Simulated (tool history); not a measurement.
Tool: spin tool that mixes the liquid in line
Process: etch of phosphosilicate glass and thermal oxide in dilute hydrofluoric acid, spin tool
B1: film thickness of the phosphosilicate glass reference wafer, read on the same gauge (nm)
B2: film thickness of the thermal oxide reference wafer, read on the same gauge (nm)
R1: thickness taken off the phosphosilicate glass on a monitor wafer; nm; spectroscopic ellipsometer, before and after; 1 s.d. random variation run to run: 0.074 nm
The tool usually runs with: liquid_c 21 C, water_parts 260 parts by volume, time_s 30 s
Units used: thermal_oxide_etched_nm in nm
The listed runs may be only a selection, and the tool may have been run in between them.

run 1 hour=0 | liquid_c=21 water_parts=260 time_s=30 | B1=110.02 B2=140.012 | R1=15.46 thermal_oxide_etched_nm=0.355
run 2 hour=15.8 | liquid_c=21 water_parts=260 time_s=30 | B1=109.97 B2=140.004 | R1=15.38 thermal_oxide_etched_nm=0.402
run 3 hour=28.6 | liquid_c=21 water_parts=260 time_s=30 | B1=110.02 B2=139.999 | R1=15.39 thermal_oxide_etched_nm=0.408
run 4 hour=40.3 | liquid_c=21 water_parts=260 time_s=30 | B1=110 B2=139.993 | R1=15.52 thermal_oxide_etched_nm=0.363
-- hour=77.5 thermometer replaced
run 5 hour=78.3 | liquid_c=21 water_parts=260 time_s=30 | B1=109.98 B2=139.989 | R1=16.39 thermal_oxide_etched_nm=0.403
run 6 hour=88.8 | liquid_c=21 water_parts=260 time_s=30 | B1=110 B2=140.014 | R1=16.32 thermal_oxide_etched_nm=0.427
run 7 hour=104.2 | liquid_c=24.5 water_parts=260 time_s=50 | B1=110.01 B2=140.011 | R1=30.84 thermal_oxide_etched_nm=0.826
run 8 hour=111 | liquid_c=21 water_parts=260 time_s=30 | B1=110 B2=139.987 | R1=16.27 thermal_oxide_etched_nm=0.38
run 9 hour=118.3 | liquid_c=19.5 water_parts=260 time_s=30 | B1=110 B2=140.005 | R1=15.43 thermal_oxide_etched_nm=0.47
run 10 hour=128.6 | liquid_c=24.5 water_parts=260 time_s=30 | B1=110.02 B2=139.988 | R1=18.57 thermal_oxide_etched_nm=0.399
run 11 hour=140.5 | liquid_c=21 water_parts=200 time_s=15 | B1=110 B2=140.018 | R1=11.24 thermal_oxide_etched_nm=0.291
run 12 hour=146.8 | liquid_c=21 water_parts=260 time_s=30 | B1=110.01 B2=139.998 | R1=16.27 thermal_oxide_etched_nm=0.447
run 13 hour=156.3 | liquid_c=21 water_parts=260 time_s=45 | B1=110.01 B2=140.007 | R1=24.45 thermal_oxide_etched_nm=0.63
-- hour=159 gauge calibrated
run 14 hour=169.4 | liquid_c=21 water_parts=260 time_s=30 | B1=109.99 B2=140.005 | R1=16.14 thermal_oxide_etched_nm=0.404
-- hour=171.3 hydrofluoric acid flow meter replaced
run 15 hour=183.7 | liquid_c=21 water_parts=260 time_s=15 | B1=110.01 B2=139.977 | R1=8.12 thermal_oxide_etched_nm=0.192
run 16 hour=190.9 | liquid_c=22.5 water_parts=160 time_s=35 | B1=110 B2=139.992 | R1=35.81 thermal_oxide_etched_nm=0.862
run 17 hour=199 | liquid_c=17 water_parts=260 time_s=30 | B1=109.99 B2=139.984 | R1=13.87 thermal_oxide_etched_nm=0.321
run 18 hour=208.7 | liquid_c=21 water_parts=260 time_s=30 | B1=110.01 B2=139.993 | R1=16.15 thermal_oxide_etched_nm=0.428
run 19 hour=219.6 | liquid_c=21 water_parts=260 time_s=30 | B1=110 B2=140.018 | R1=16.07 thermal_oxide_etched_nm=0.432
run 20 hour=236.7 | liquid_c=25 water_parts=260 time_s=30 | B1=110 B2=139.991 | R1=18.6 thermal_oxide_etched_nm=0.456
run 21 hour=253.9 | liquid_c=21 water_parts=260 time_s=30 | B1=110 B2=140.003 | R1=16.04 thermal_oxide_etched_nm=0.418
run 22 hour=266.3 | liquid_c=22.5 water_parts=370 time_s=25 | B1=109.99 B2=139.981 | R1=9.01 thermal_oxide_etched_nm=0.228
run 23 hour=272.5 | liquid_c=19 water_parts=260 time_s=30 | B1=109.97 B2=139.989 | R1=14.71 thermal_oxide_etched_nm=0.342
run 24 hour=285.1 | liquid_c=21 water_parts=295 time_s=30 | B1=110.01 B2=140 | R1=13.74 thermal_oxide_etched_nm=0.339
run 25 hour=294.5 | liquid_c=17 water_parts=170 time_s=15 | B1=109.99 B2=140.018 | R1=11.39 thermal_oxide_etched_nm=0.315
run 26 hour=307.4 | liquid_c=21 water_parts=170 time_s=15 | B1=110 B2=140.011 | R1=13.39 thermal_oxide_etched_nm=0.37

4 options for the next run, each taken on its own from the tool as it stands now. Forecast them:
run A hour=307.8 | liquid_c=21 water_parts=260 time_s=30 | B1=? B2=? | R1=? thermal_oxide_etched_nm=?
run B hour=307.8 | liquid_c=25.5 water_parts=215 time_s=20 | B1=? B2=? | R1=? thermal_oxide_etched_nm=?
run C hour=307.8 | liquid_c=21 water_parts=360 time_s=45 | B1=? B2=? | R1=? thermal_oxide_etched_nm=?
run D hour=307.8 | liquid_c=24 water_parts=260 time_s=30 | B1=? B2=? | R1=? thermal_oxide_etched_nm=?

run=A B1=109.98 B2=139.997 R1=15.86 thermal_oxide_etched_nm=0.392
run=B B1=109.98 B2=139.997 R1=15.77 thermal_oxide_etched_nm=0.39
run=C B1=109.98 B2=139.997 R1=15.71 thermal_oxide_etched_nm=0.389
run=D B1=109.98 B2=139.997 R1=17.69 thermal_oxide_etched_nm=0.438
With the hidden condition removed and each run's random variation left untouched, the same runs would have given:
run=A R1=16.27 thermal_oxide_etched_nm=0.403
run=B R1=16.18 thermal_oxide_etched_nm=0.4
run=C R1=16.1 thermal_oxide_etched_nm=0.398
run=D R1=18.14 thermal_oxide_etched_nm=0.449
